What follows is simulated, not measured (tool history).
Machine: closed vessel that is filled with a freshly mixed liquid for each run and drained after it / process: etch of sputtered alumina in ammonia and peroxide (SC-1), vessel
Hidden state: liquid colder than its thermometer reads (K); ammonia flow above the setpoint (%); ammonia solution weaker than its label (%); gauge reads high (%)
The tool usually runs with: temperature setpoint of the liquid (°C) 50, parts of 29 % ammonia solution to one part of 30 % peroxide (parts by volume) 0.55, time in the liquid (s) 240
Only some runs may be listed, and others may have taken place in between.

run,hour,temperature setpoint of the liquid (°C),parts of 29 % ammonia solution to one part of 30 % peroxide (parts by volume),time in the liquid (s),wafers since the last listed run,hours since the thermometer was replaced,hours since the ammonia flow meter was replaced,hours since the drum of ammonia solution was connected,hours since the gauge calibration,"read-back film thickness of the sputtered alumina reference wafer, read on the same gauge (nm)",thickness taken off the sputtered alumina on a monitor wafer (angstrom)
1,0,50,0.55,240,0,724.2,826,209.1,91.4,110,215.1
2,17.9,50,0.55,240,1857,742.1,843.9,227,109.3,110.03,213.4
3,34.9,50,0.55,240,1764,759.1,860.9,244,126.3,109.98,214.8
4,46.5,50,0.45,240,1203,770.7,872.5,255.6,137.9,110.05,209.7
5,89.5,50,0.55,240,4462,813.7,915.5,298.6,180.9,109.98,214
6,99.7,50,0.55,240,1058,823.9,925.7,308.8,191.1,109.96,214.1
7,108.5,42,0.55,240,913,832.7,934.5,317.6,199.9,110.01,135.1
8,115.2,50,0.55,165,695,839.4,941.2,324.3,206.6,110,144.6
9,127.4,50,0.55,165,1266,851.6,953.4,336.5,218.8,109.99,145.8
10,144.4,50,0.55,180,1764,868.6,970.4,353.5,235.8,110.03,158.5
# hour 154.9: ammonia flow meter replaced
11,155.4,50,0.55,180,1037,879.6,0.5,364.5,246.8,109.99,157.4
12,168.9,50,0.55,180,1401,893.1,14,378,260.3,109.96,158.2
13,181.9,46.5,0.55,185,1349,906.1,27,391,273.3,109.97,132.9
# hour 193.6: new drum of ammonia solution connected
14,194.8,40.5,0.35,120,1235,919,39.9,1.2,286.2,109.97,57.9
15,201.1,42,0.7,350,653,925.3,46.2,7.5,292.5,109.98,198.2
16,211.5,55,0.55,240,1079,935.7,56.6,17.9,302.9,109.97,275.1
17,217.5,50,0.55,240,622,941.7,62.6,23.9,308.9,110,211.6
18,228.7,50,0.55,240,1162,952.9,73.8,35.1,320.1,110,209.7
# hour 240.7: gauge calibrated
19,246.5,50,0.45,295,1847,970.7,91.6,52.9,5.8,109.98,247.5
# hour 255.4: thermometer replaced
20,258.8,56,0.55,355,1172,3.4,103.9,65.2,18.1,109.97,486
21,270.9,43.5,0.8,375,1255,15.5,116,77.3,30.2,109.99,263.9
22,284.3,50,0.55,240,1390,28.9,129.4,90.7,43.6,110,236
23,298.9,50,0.55,165,1515,43.5,144,105.3,58.2,109.97,162.5
24,312.2,44.5,0.8,240,1380,56.8,157.3,118.6,71.5,110.01,177.7
25,322.5,50,0.55,240,1068,67.1,167.6,128.9,81.8,109.96,236.4

Take each entry between the runs: how does the hidden state at the last listed run before it differ from the hidden state at the first listed run after it?
Between runs 10 and 11: ammonia flow meter replaced (hour 154.9)
  liquid colder than its thermometer reads (K): 2.09 -> 2.12
  measured minus no-state result, thickness taken off the sputtered alumina on a monitor wafer (angstrom): -19.5 -> -19.6
Between runs 13 and 14: new drum of ammonia solution connected (hour 193.6)
  liquid colder than its thermometer reads (K): 2.17 -> 2.2
  measured minus no-state result, thickness taken off the sputtered alumina on a monitor wafer (angstrom): -17.4 -> -8.1
Between runs 18 and 19: gauge calibrated (hour 240.7)
  liquid colder than its thermometer reads (K): 2.28 -> 2.31
  measured minus no-state result, thickness taken off the sputtered alumina on a monitor wafer (angstrom): -28.2 -> -33.8
Between runs 19 and 20: thermometer replaced (hour 255.4)
  liquid colder than its thermometer reads (K): 2.31 -> 0.0678
  measured minus no-state result, thickness taken off the sputtered alumina on a monitor wafer (angstrom): -33.8 -> -1.8
